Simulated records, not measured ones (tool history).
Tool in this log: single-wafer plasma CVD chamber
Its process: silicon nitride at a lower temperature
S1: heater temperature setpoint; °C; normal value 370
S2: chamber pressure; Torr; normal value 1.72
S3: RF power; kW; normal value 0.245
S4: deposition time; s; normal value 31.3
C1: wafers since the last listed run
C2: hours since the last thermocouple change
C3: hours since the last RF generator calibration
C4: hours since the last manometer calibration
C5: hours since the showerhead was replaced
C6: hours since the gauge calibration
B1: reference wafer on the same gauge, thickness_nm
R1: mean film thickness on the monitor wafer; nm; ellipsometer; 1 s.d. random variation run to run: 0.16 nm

{"run": 1, "hour": 0.0, "S1": 370, "S2": 1.72, "S3": 0.245, "S4": 31.3, "C1": 0, "C2": 1334.3, "C3": 1245.1, "C4": 1277.4, "C5": 6201.6, "C6": 136.2, "B1": 34.878, "R1": 32.281}
{"run": 2, "hour": 26.0, "S1": 370, "S2": 1.72, "S3": 0.245, "S4": 31.3, "C1": 917, "C2": 1360.3, "C3": 1271.1, "C4": 1303.4, "C5": 6227.6, "C6": 162.2, "B1": 34.889, "R1": 32.527}
{"run": 3, "hour": 55.8, "S1": 370, "S2": 1.72, "S3": 0.245, "S4": 28, "C1": 1051, "C2": 1390.1, "C3": 1300.9, "C4": 1333.2, "C5": 6257.4, "C6": 192, "B1": 34.796, "R1": 29.176}
{"hour": 57.4, "done": "gauge calibrated"}
{"run": 4, "hour": 72.8, "S1": 370, "S2": 1.72, "S3": 0.245, "S4": 28, "C1": 599, "C2": 1407.1, "C3": 1317.9, "C4": 1350.2, "C5": 6274.4, "C6": 15.4, "B1": 34.865, "R1": 29.153}
{"run": 5, "hour": 91.4, "S1": 370, "S2": 1.72, "S3": 0.245, "S4": 28, "C1": 656, "C2": 1425.7, "C3": 1336.5, "C4": 1368.8, "C5": 6293, "C6": 34, "B1": 34.971, "R1": 29.146}
{"run": 6, "hour": 125.5, "S1": 370, "S2": 1.72, "S3": 0.245, "S4": 35.6, "C1": 1203, "C2": 1459.8, "C3": 1370.6, "C4": 1402.9, "C5": 6327.1, "C6": 68.1, "B1": 34.951, "R1": 36.974}
{"hour": 145.2, "done": "capacitance manometer re-zeroed and calibrated"}
{"run": 7, "hour": 150.6, "S1": 370, "S2": 1.72, "S3": 0.245, "S4": 35.6, "C1": 603, "C2": 1484.9, "C3": 1395.7, "C4": 5.4, "C5": 6352.2, "C6": 93.2, "B1": 34.94, "R1": 36.908}
{"hour": 161.3, "done": "RF generator calibrated"}
{"run": 8, "hour": 186.6, "S1": 370, "S2": 1.53, "S3": 0.245, "S4": 31.3, "C1": 987, "C2": 1520.9, "C3": 25.3, "C4": 41.4, "C5": 6388.2, "C6": 129.2, "B1": 34.867, "R1": 31.081}
{"hour": 199.8, "done": "thermocouple changed; heater temperature recalibrated"}
{"hour": 201.0, "done": "showerhead replaced"}
{"run": 9, "hour": 205.9, "S1": 370, "S2": 1.37, "S3": 0.245, "S4": 31.3, "C1": 355, "C2": 6.1, "C3": 44.6, "C4": 60.7, "C5": 4.9, "C6": 148.5, "B1": 34.898, "R1": 29.985}
{"run": 10, "hour": 225.4, "S1": 370, "S2": 1.86, "S3": 0.2, "S4": 31.3, "C1": 687, "C2": 25.6, "C3": 64.1, "C4": 80.2, "C5": 24.4, "C6": 168, "B1": 34.947, "R1": 28.284}
{"hour": 234.7, "done": "gauge calibrated"}
{"run": 11, "hour": 243.4, "S1": 370, "S2": 1.72, "S3": 0.245, "S4": 31.3, "C1": 635, "C2": 43.6, "C3": 82.1, "C4": 98.2, "C5": 42.4, "C6": 8.7, "B1": 34.898, "R1": 32.373}
{"run": 12, "hour": 270.8, "S1": 370, "S2": 1.47, "S3": 0.28, "S4": 26.3, "C1": 966, "C2": 71, "C3": 109.5, "C4": 125.6, "C5": 69.8, "C6": 36.1, "B1": 34.886, "R1": 28.873}
{"run": 13, "hour": 284.9, "S1": 370, "S2": 1.72, "S3": 0.245, "S4": 31.3, "C1": 497, "C2": 85.1, "C3": 123.6, "C4": 139.7, "C5": 83.9, "C6": 50.2, "B1": 34.883, "R1": 32.77}
{"run": 14, "hour": 311.0, "S1": 379, "S2": 1.72, "S3": 0.245, "S4": 28.2, "C1": 920, "C2": 111.2, "C3": 149.7, "C4": 165.8, "C5": 110, "C6": 76.3, "B1": 34.874, "R1": 28.965}

For each run, what was the tool's unlogged condition?
wafer temperature above the value expected at the setpoint (K): 0 across all the runs
delivered RF power above the setpoint (%): 0 across all the runs
true pressure above the setpoint (%): 0 across all the runs
gauge reads high (%): 0 across all the runs
